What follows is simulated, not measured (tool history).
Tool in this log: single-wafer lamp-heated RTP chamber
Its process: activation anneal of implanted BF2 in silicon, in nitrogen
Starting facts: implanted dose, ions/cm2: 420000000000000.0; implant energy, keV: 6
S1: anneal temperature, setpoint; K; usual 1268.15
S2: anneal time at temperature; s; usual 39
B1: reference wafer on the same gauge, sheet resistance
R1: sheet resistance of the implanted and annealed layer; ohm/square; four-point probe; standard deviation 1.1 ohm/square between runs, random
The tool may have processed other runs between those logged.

{"run": 1, "hour": 0.0, "S1": 1268.15, "S2": 39, "B1": 411.83, "R1": 388.79}
{"hour": 59.7, "done": "reflector plate cleaned"}
{"run": 2, "hour": 60.2, "S1": 1257.15, "S2": 56, "B1": 412.24, "R1": 398.12}
{"run": 3, "hour": 102.3, "S1": 1257.15, "S2": 56, "B1": 411.7, "R1": 399.66}
{"hour": 155.5, "done": "pyrometer window cleaned and pyrometer calibrated"}
{"run": 4, "hour": 156.5, "S1": 1268.15, "S2": 45, "B1": 411.85, "R1": 390.41}
{"run": 5, "hour": 209.1, "S1": 1256.15, "S2": 39, "B1": 411.65, "R1": 411.55}
{"run": 6, "hour": 276.2, "S1": 1268.15, "S2": 39, "B1": 412.32, "R1": 395.91}
{"run": 7, "hour": 362.0, "S1": 1268.15, "S2": 39, "B1": 412.18, "R1": 391.33}
{"run": 8, "hour": 405.2, "S1": 1268.15, "S2": 39, "B1": 411.43, "R1": 392.26}
{"run": 9, "hour": 497.7, "S1": 1268.15, "S2": 39, "B1": 411.87, "R1": 388.62}
{"run": 10, "hour": 594.3, "S1": 1268.15, "S2": 39, "B1": 412.02, "R1": 386.57}
{"hour": 705.8, "done": "reflector plate cleaned"}
{"hour": 733.1, "done": "pyrometer window cleaned and pyrometer calibrated"}
{"run": 11, "hour": 756.9, "S1": 1257.15, "S2": 39, "B1": 412.12, "R1": 415.94}
{"run": 12, "hour": 819.5, "S1": 1268.15, "S2": 39, "B1": 411.55, "R1": 398.82}
{"run": 13, "hour": 885.2, "S1": 1268.15, "S2": 39, "B1": 411.76, "R1": 394.69}
{"run": 14, "hour": 956.8, "S1": 1268.15, "S2": 56, "B1": 411.77, "R1": 380.98}
{"run": 15, "hour": 1021.9, "S1": 1268.15, "S2": 39, "B1": 412.2, "R1": 393.89}
{"run": 16, "hour": 1066.7, "S1": 1268.15, "S2": 39, "B1": 411.99, "R1": 392.39}
{"run": 17, "hour": 1135.5, "S1": 1268.15, "S2": 39, "B1": 412.14, "R1": 389.99}
{"run": 18, "hour": 1175.4, "S1": 1268.15, "S2": 39, "B1": 412.17, "R1": 387.39}
{"run": 19, "hour": 1267.0, "S1": 1284.15, "S2": 39, "B1": 412.57, "R1": 364.7}
{"hour": 1281.3, "done": "pyrometer window cleaned and pyrometer calibrated"}
{"run": 20, "hour": 1330.1, "S1": 1268.15, "S2": 39, "B1": 412.26, "R1": 386.73}
{"hour": 1340.2, "done": "reflector plate cleaned"}
{"run": 21, "hour": 1395.6, "S1": 1295.15, "S2": 29, "B1": 411.85, "R1": 370.27}
{"run": 22, "hour": 1476.1, "S1": 1277.15, "S2": 54, "B1": 412.09, "R1": 371.11}
{"run": 23, "hour": 1572.5, "S1": 1277.15, "S2": 54, "B1": 411.84, "R1": 369.77}
{"run": 24, "hour": 1618.6, "S1": 1284.15, "S2": 22, "B1": 411.85, "R1": 394.59}
{"run": 25, "hour": 1684.6, "S1": 1277.15, "S2": 59, "B1": 411.43, "R1": 362.94}
{"run": 26, "hour": 1751.1, "S1": 1268.15, "S2": 39, "B1": 411.97, "R1": 390.84}
{"hour": 1841.6, "done": "reflector plate cleaned"}
{"hour": 1853.8, "done": "pyrometer window cleaned and pyrometer calibrated"}
{"run": 27, "hour": 1858.5, "S1": 1297.15, "S2": 48, "B1": 411.72, "R1": 345.26}
{"hour": 1883.4, "done": "gauge calibrated"}
{"run": 28, "hour": 1932.7, "S1": 1268.15, "S2": 39, "B1": 411.99, "R1": 395.53}

What will run 29 give?
{"run": 29, "hour": 2026.9, "S1": 1293.15, "S2": 48, "B1": "?", "R1": "?"}

{"run 29": {"B1": 412.14, "R1": 349.98}}
If the tool had no hidden condition, the same run with the same run-to-run variation would have returned R1 351.81 ohm/square.

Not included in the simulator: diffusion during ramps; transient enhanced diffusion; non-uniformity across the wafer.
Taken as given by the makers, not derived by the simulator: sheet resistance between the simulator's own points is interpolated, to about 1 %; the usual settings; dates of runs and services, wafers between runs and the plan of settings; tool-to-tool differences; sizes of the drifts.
